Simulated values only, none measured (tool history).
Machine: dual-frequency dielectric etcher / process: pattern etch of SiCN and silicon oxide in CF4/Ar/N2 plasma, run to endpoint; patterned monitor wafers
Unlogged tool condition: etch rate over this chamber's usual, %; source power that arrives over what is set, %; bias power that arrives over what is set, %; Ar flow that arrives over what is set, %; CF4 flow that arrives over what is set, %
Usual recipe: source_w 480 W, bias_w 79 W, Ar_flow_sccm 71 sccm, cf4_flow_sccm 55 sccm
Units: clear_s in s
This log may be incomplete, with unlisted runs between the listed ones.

run   hour  source_w  bias_w  Ar_flow_sccm  cf4_flow_sccm  wafers since the last listed run  hours since the last wet clean  hours since the last source power generator calibration  hours since the last bias power generator calibration  hours since the last Ar flow controller change  hours since the last CF4 flow controller change  hours since the last upper electrode change  incoming incoming film thickness, nm  clear_s
  1    0.0       480      79            71             55                                 0                           179.0                                                   3979.6                                                 1262.9                                          5544.8                                           1610.5                                       5214.0                                  9.47     10.4
  2   34.6       480      79            71             55                               326                           213.6                                                   4014.2                                                 1297.5                                          5579.4                                           1645.1                                       5248.6                                  9.54     10.4
  3   60.5       480      79            71             55                               244                           239.5                                                   4040.1                                                 1323.4                                          5605.3                                           1671.0                                       5274.5                                  9.54     10.3
  4   77.9       480      79            71             55                               164                           256.9                                                   4057.5                                                 1340.8                                          5622.7                                           1688.4                                       5291.9                                  9.51     10.3
  5  103.6       480      79            71             55                               242                           282.6                                                   4083.2                                                 1366.5                                          5648.4                                           1714.1                                       5317.6                                  9.48     10.2
     132.6  -- source power generator calibrated
     180.0  -- upper electrode replaced
  6  192.5       480      79            71             55                               575                           371.5                                                     59.9                                                 1455.4                                          5737.3                                           1803.0                                         12.5                                  9.50     10.1
  7  224.1       390      79            71             58                               298                           403.1                                                     91.5                                                 1487.0                                          5768.9                                           1834.6                                         44.1                                  9.42     11.9
     236.7  -- bias power generator calibrated
  8  246.1       480      79            71             55                               170                           425.1                                                    113.5                                                    9.4                                          5790.9                                           1856.6                                         66.1                                  9.56     10.2
  9  259.3       480      62            71             55                               124                           438.3                                                    126.7                                                   22.6                                          5804.1                                           1869.8                                         79.3                                  9.58     10.8
     286.9  -- wet clean of the chamber
 10  294.5       540      73            60             61                               105                             7.6                                                    161.9                                                   57.8                                          5839.3                                           1905.0                                        114.5                                  9.59      8.8
     318.8  -- CF4 flow controller replaced
 11  323.9       480      79            71             55                               221                            37.0                                                    191.3                                                   87.2                                          5868.7                                              5.1                                        143.9                                  9.54     10.0
     331.8  -- Ar flow controller replaced
 12  339.2       590      63            86             68                                87                            52.3                                                    206.6                                                  102.5                                             7.4                                             20.4                                        159.2                                  9.55      8.9
 13  369.2       480      79            71             55                               283                            82.3                                                    236.6                                                  132.5                                            37.4                                             50.4                                        189.2                                  9.57      9.9
 14  385.9       480      79            71             65                               157                            99.0                                                    253.3                                                  149.2                                            54.1                                             67.1                                        205.9                                  9.51      9.7
 15  410.4       430      79            55             55                               231                           123.5                                                    277.8                                                  173.7                                            78.6                                             91.6                                        230.4                                  9.45     10.2
     437.3  -- wet clean of the chamber, repeated, since the last time left the tool worse
 16  439.3       480      79            71             55                                46                             2.0                                                    306.7                                                  202.6                                           107.5                                            120.5                                        259.3                                  9.49     10.6
 17  463.1       480      79            71             55                               224                            25.8                                                    330.5                                                  226.4                                           131.3                                            144.3                                        283.1                                  9.56     10.6
 18  492.1       480      79            71             55                               274                            54.8                                                    359.5                                                  255.4                                           160.3                                            173.3                                        312.1                                  9.45     10.5
 19  511.0       590      73            81             55                               178                            73.7                                                    378.4                                                  274.3                                           179.2                                            192.2                                        331.0                                  9.52      9.2
 20  541.3       480      73            71             55                               286                           104.0                                                    408.7                                                  304.6                                           209.5                                            222.5                                        361.3                                  9.54     10.7
 21  557.1       550      97            59             61                               149                           119.8                                                    424.5                                                  320.4                                           225.3                                            238.3                                        377.1                                  9.39      8.3
 22  626.7       480      79            71             55                               657                           189.4                                                    494.1                                                  390.0                                           294.9                                            307.9                                        446.7                                  9.60     10.6
 23  644.3       480      87            71             48                               166                           207.0                                                    511.7                                                  407.6                                           312.5                                            325.5                                        464.3                                  9.50     10.3
 24  660.6       480      94            81             51                               154                           223.3                                                    528.0                                                  423.9                                           328.8                                            341.8                                        480.6                                  9.47     10.2
 25  689.0       480      79            71             51                               268                           251.7                                                    556.4                                                  452.3                                           357.2                                            370.2                                        509.0                                  9.40     10.3

Alternative continuations, all from the tool just after run 25; predict every row:
  A  689.4       480      79            71             55                                 3                           252.1                                                    556.8                                                  452.7                                           357.6                                            370.6                                        509.4                                  9.51        ?
  B  689.4       530      87            83             55                                 3                           252.1                                                    556.8                                                  452.7                                           357.6                                            370.6                                        509.4                                  9.51        ?
  C  689.4       370      67            71             55                                 3                           252.1                                                    556.8                                                  452.7                                           357.6                                            370.6                                        509.4                                  9.51        ?

run  clear_s
  A     10.4
  B      9.7
  C     13.4
Without the tool's hidden state the same runs would have given:
run  clear_s
  A     10.5
  B      9.8
  C     13.6
